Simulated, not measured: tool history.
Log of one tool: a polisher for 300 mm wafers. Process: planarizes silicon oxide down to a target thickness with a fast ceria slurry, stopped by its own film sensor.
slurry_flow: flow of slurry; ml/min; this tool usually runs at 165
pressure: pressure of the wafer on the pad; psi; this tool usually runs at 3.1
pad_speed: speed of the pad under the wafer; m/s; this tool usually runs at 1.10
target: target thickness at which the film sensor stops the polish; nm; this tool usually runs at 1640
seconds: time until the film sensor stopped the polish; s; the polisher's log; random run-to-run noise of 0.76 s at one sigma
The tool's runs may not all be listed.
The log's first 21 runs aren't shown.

| run | day | slurry_flow | pressure | pad_speed | target | incoming thickness of the incoming film, nm | seconds |
|---|---|---|---|---|---|---|---|
| 22 | 55.938 | 165 | 3.1 | 1.10 | 1640 | 2782.5 | 57.1 |
| 23 | 58.162 | 165 | 3.1 | 1.10 | 1640 | 2834.2 | 60.9 |
| 24 | 59.542 | 200 | 3.1 | 1.10 | 1640 | 2778.9 | 55.1 |
| 25 | 61.800 | 165 | 3.1 | 1.10 | 1640 | 2773.8 | 59.5 |
| 26 | 64.488 | 165 | 3.1 | 1.28 | 1640 | 2825.3 | 55.3 |
| 27 | 65.754 | 165 | 2.6 | 1.10 | 1783 | 2832.7 | 65.8 |
|  | 67.233 | slurry nozzle cleaned |
|  | 67.479 | worn pad replaced by a new one |
| 28 | 67.800 | 165 | 3.1 | 1.10 | 1640 | 2808.5 | 55.3 |
| 29 | 69.008 | 165 | 3.1 | 1.36 | 1836 | 2797.8 | 37.6 |
| 30 | 70.258 | 125 | 3.1 | 1.10 | 1640 | 2780.8 | 56.2 |
| 31 | 71.892 | 165 | 3.1 | 0.76 | 1640 | 2802.9 | 71.0 |
| 32 | 73.688 | 190 | 3.9 | 0.92 | 1640 | 2799.8 | 47.8 |
| 33 | 75.579 | 125 | 2.8 | 1.46 | 1528 | 2784.1 | 55.5 |
| 34 | 77.108 | 200 | 3.1 | 1.10 | 1640 | 2813.7 | 53.2 |
| 35 | 78.433 | 165 | 3.1 | 1.10 | 1640 | 2861.8 | 58.5 |
| 36 | 80.175 | 165 | 3.1 | 1.10 | 1640 | 2753.6 | 52.7 |
| 37 | 82.142 | 110 | 2.8 | 1.10 | 2038 | 2796.9 | 42.5 |

What if the next run were any one of these 3? Each begins from the tool's condition after run 37:
| A | 82.158 | 165 | 3.1 | 1.10 | 1640 | 2822.7 | ? |
| B | 82.158 | 165 | 3.5 | 1.10 | 1640 | 2822.7 | ? |
| C | 82.158 | 210 | 3.1 | 1.00 | 1473 | 2822.7 | ? |

| run | seconds |
|---|---|
| A | 56.7 |
| B | 50.2 |
| C | 66.8 |
Take away the tool's hidden state, keep each run's random variation, and the runs would have read:
| run | seconds |
|---|---|
| A | 57.7 |
| B | 51.1 |
| C | 68.8 |

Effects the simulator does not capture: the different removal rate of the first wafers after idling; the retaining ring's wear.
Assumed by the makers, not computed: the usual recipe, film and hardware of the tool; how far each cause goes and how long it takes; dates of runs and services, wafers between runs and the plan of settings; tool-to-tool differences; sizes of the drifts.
